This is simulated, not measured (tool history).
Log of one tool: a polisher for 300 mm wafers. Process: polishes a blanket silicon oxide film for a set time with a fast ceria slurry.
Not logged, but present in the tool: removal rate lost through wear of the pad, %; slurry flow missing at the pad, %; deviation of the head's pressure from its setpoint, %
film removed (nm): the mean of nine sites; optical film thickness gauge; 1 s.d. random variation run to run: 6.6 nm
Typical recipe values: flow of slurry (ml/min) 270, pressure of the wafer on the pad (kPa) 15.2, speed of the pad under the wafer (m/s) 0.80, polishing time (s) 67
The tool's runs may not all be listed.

run,hour,flow of slurry (ml/min),pressure of the wafer on the pad (kPa),speed of the pad under the wafer (m/s),polishing time (s),wafers since the last listed run,wafers polished on this pad,hours since the slurry nozzle was cleaned,hours since the head pressure was calibrated,"incoming thickness of the incoming film, nm",film removed (nm)
1,0.0,270,15.2,0.80,67,0,10287,37.1,318.4,3415.9,585.5
# hour 13.7: worn pad replaced by a new one
2,47.8,270,15.2,0.80,67,682,531,84.9,366.2,3470.7,586.7
3,276.5,270,13.8,0.80,67,3564,4095,313.6,594.9,3431.2,548.4
4,342.9,270,15.2,0.80,59,1034,5130,380.0,661.3,3404.0,509.2
# hour 521.2: head pressure recalibrated
# hour 587.5: worn pad replaced by a new one
# hour 596.2: slurry nozzle cleaned
5,666.2,270,15.2,0.80,67,4929,1211,70.0,145.0,3399.3,559.2
6,722.4,270,15.2,0.80,67,875,2087,126.2,201.2,3461.0,568.1
7,765.3,270,15.2,0.80,67,668,2755,169.1,244.1,3416.1,566.3
8,840.3,270,15.2,0.92,85,1168,3924,244.1,319.1,3399.5,830.6
9,877.7,270,15.2,0.92,85,582,4507,281.5,356.5,3385.1,829.5
10,971.1,270,15.2,0.80,67,1455,5962,374.9,449.9,3419.5,561.3
11,1046.7,270,15.2,0.80,67,1178,7141,450.5,525.5,3388.3,565.6
12,1118.3,270,15.2,0.80,67,1115,8256,522.1,597.1,3419.3,546.8
# hour 1124.3: worn pad replaced by a new one
# hour 1191.4: slurry nozzle cleaned, repeated, since the last time left the tool worse
13,1202.8,270,15.2,0.80,67,1238,1207,11.4,681.6,3430.5,577.6
# hour 1266.7: head pressure recalibrated
14,1276.4,270,15.2,0.58,55,1115,2323,85.0,9.7,3438.9,342.6
15,1315.6,270,15.2,0.58,55,610,2934,124.2,48.9,3385.7,354.8
16,1387.4,270,15.2,0.58,55,1118,4053,196.0,120.7,3426.3,338.9
17,1439.1,270,15.2,0.80,67,805,4858,247.7,172.4,3378.9,584.3
18,1542.2,270,15.2,0.80,67,1606,6465,350.8,275.5,3436.9,577.4
19,1634.9,270,15.2,0.80,67,1444,7910,443.5,368.2,3416.5,576.9
# hour 1695.5: worn pad replaced by a new one
20,1701.3,310,15.2,0.80,67,972,90,509.9,434.6,3429.2,583.3
21,1738.9,235,11.0,1.02,67,585,676,547.5,472.2,3403.8,598.6
# hour 1870.9: slurry nozzle cleaned
22,2031.0,185,13.8,0.80,67,4536,5212,160.1,764.3,3418.9,535.8
23,2076.1,270,15.2,0.80,76,702,5915,205.2,809.4,3388.7,656.8
# hour 2143.6: head pressure recalibrated
24,2334.9,355,20.7,0.88,67,4002,9917,464.0,191.3,3452.1,810.9
# hour 2374.2: worn pad replaced by a new one
25,2391.3,270,10.3,1.02,67,816,266,520.4,247.7,3375.2,587.0
26,2471.1,270,15.2,0.80,67,1243,1510,600.2,327.5,3388.1,576.4
# hour 2487.2: slurry nozzle cleaned
27,2539.8,270,15.2,0.92,85,1055,2565,52.6,396.2,3422.7,850.5
# hour 2809.5: head pressure recalibrated
28,2822.8,205,15.2,0.80,87,4379,6944,335.6,13.3,3428.8,740.9
29,2907.9,270,15.2,0.80,67,1326,8270,420.7,98.4,3414.7,573.5
30,2962.9,270,10.3,0.80,82,857,9127,475.7,153.4,3377.6,571.9
# hour 2970.6: worn pad replaced by a new one
31,3022.3,270,15.2,0.94,57,863,805,535.1,212.8,3431.5,581.5
32,3060.6,270,20.0,0.80,78,596,1402,573.4,251.1,3433.5,800.6

How would selected steps in film removed (nm) from run to run divide? Give the signed amount a tool lacking its hidden state would still show from settings, what came in and random variation, and the signed amount left for the hidden state, including any gauge scatter that is not in both of the compared results.
Run 4 -> 5: polishing time (s) 59 -> 67, head pressure recalibrated, worn pad replaced by a new one, slurry nozzle cleaned. film removed (nm) +50.0: hidden state -13.2, all else +63.2.
Run 7 -> 8: speed of the pad under the wafer (m/s) 0.80 -> 0.92, polishing time (s) 67 -> 85. film removed (nm) +264.3: hidden state -11.9, all else +276.2.
Run 9 -> 10: speed of the pad under the wafer (m/s) 0.92 -> 0.80, polishing time (s) 85 -> 67. film removed (nm) -268.2: hidden state +8.5, all else -276.7.
Run 12 -> 13: worn pad replaced by a new one, slurry nozzle cleaned, repeated, since the last time left the tool worse. film removed (nm) +30.8: hidden state +27.2, all else +3.6.
Run 26 -> 27: speed of the pad under the wafer (m/s) 0.80 -> 0.92, polishing time (s) 67 -> 85, slurry nozzle cleaned. film removed (nm) +274.1: hidden state +6.9, all else +267.2.
